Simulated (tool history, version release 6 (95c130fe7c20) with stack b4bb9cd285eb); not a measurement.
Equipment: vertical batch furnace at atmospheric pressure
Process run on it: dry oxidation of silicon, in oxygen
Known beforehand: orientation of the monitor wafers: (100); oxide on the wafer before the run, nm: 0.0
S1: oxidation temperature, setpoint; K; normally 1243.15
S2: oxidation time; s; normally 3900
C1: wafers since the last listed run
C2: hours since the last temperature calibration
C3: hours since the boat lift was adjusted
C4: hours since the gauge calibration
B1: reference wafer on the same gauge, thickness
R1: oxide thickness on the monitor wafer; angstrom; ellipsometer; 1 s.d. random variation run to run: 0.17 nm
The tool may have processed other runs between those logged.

run    hour       S1    S2    C1      C2      C3      C4     B1     R1
  1       0  1243.15  3900     0    3169  2363.4   351.2  43.33  399.3
  2    49.4  1243.15  3900   492  3218.4  2412.8   400.6  43.32  397.7
  3   111.4  1243.15  3900   618  3280.4  2474.8   462.6  43.33  398.2
  4   200.9  1243.15  3900   892  3369.9  2564.3   552.1  43.28  396.9
  5   265.8  1243.15  3900   647  3434.8  2629.2     617  43.27  399.2
  6   324.6  1224.15  2640   586  3493.6    2688   675.8  43.31  256.7
  7   398.5  1243.15  3900   736  3567.5  2761.9   749.7  43.23  397.3
  8   469.1  1243.15  3900   703  3638.1  2832.5   820.3  43.35  396.8
  9   561.8  1243.15  3900   924  3730.8  2925.2     913  43.24  397.6
 10   639.5  1233.15  3900   774  3808.5  3002.9   990.7  43.31  359.3
 11     691  1233.15  3900   513    3860  3054.4  1042.2   43.3  362.9
 12   793.9  1232.15  3900  1026  3962.9  3157.3  1145.1  43.28  357.6
 13   853.6  1232.15  3900   595  4022.6    3217  1204.8  43.29  360.8
 14   961.4  1258.15  3900  1074  4130.4  3324.8  1312.6   43.3  441.4
 15  1041.4  1243.15  2910   797  4210.4  3404.8  1392.6  43.22  323.1
     1091.7  -- thermocouples replaced and temperature profile calibrated
       1127  -- gauge calibrated
 16  1138.4  1243.15  3900   727    46.7  3501.8    11.4  43.31  394.8
     1178.2  -- boat lift adjusted
 17  1231.4  1253.15  1980   687   139.7    53.2   104.4  43.27  285.9
 18  1296.4  1265.15  2010   648   204.7   118.2   169.4  43.29  321.8
 19  1419.8  1235.15  4650  1230   328.1   241.6   292.8  43.28  424.9
 20  1506.4  1262.15  4800   863   414.7   328.2   379.4  43.22  544.1
 21  1546.3  1224.15  2400   397   454.6   368.1   419.3  43.34    248
 22  1604.6  1265.15  5580   581   512.9   426.4   477.6  43.31  618.4
 23  1653.8  1243.15  5310   490   562.1   475.6   526.8  43.28  496.1
 24  1710.8  1260.15  2730   568   619.1   532.6   583.8  43.37  370.2
 25  1808.9  1243.15  3900   978   717.2   630.7   681.9  43.27  403.9
 26  1899.5  1256.15  2400   903   807.8   721.3   772.5  43.29  326.3
 27    1945  1232.15  3900   453   853.3   766.8     818  43.32  368.8
 28  1988.7  1243.15  5310   435     897   810.5   861.7  43.26  494.1
 29  2031.8  1243.15  2460   429   940.1   853.6   904.8  43.33  301.3
 30  2161.9  1234.15  4650  1297  1070.2   983.7  1034.9  43.28  422.1

Below are 5 alternative next runs, each starting from the tool's condition after run 30. Predict each:
  A  2167.7  1243.15  3900  57  1076  989.5  1040.7   ?   ?
  B  2167.7  1220.15  2340  57  1076  989.5  1040.7   ?   ?
  C  2167.7  1260.15  3900  57  1076  989.5  1040.7   ?   ?
  D  2167.7  1259.15  3900  57  1076  989.5  1040.7   ?   ?
  E  2167.7  1243.15  2310  57  1076  989.5  1040.7   ?   ?

run     B1     R1
  A  43.32  402.6
  B  43.32  233.3
  C  43.32  462.4
  D  43.32  458.1
  E  43.32  289.1
Had the tool no hidden state, the same runs would have come out as:
run     R1
  A  403.6
  B  234.1
  C  463.7
  D  459.4
  E  289.8
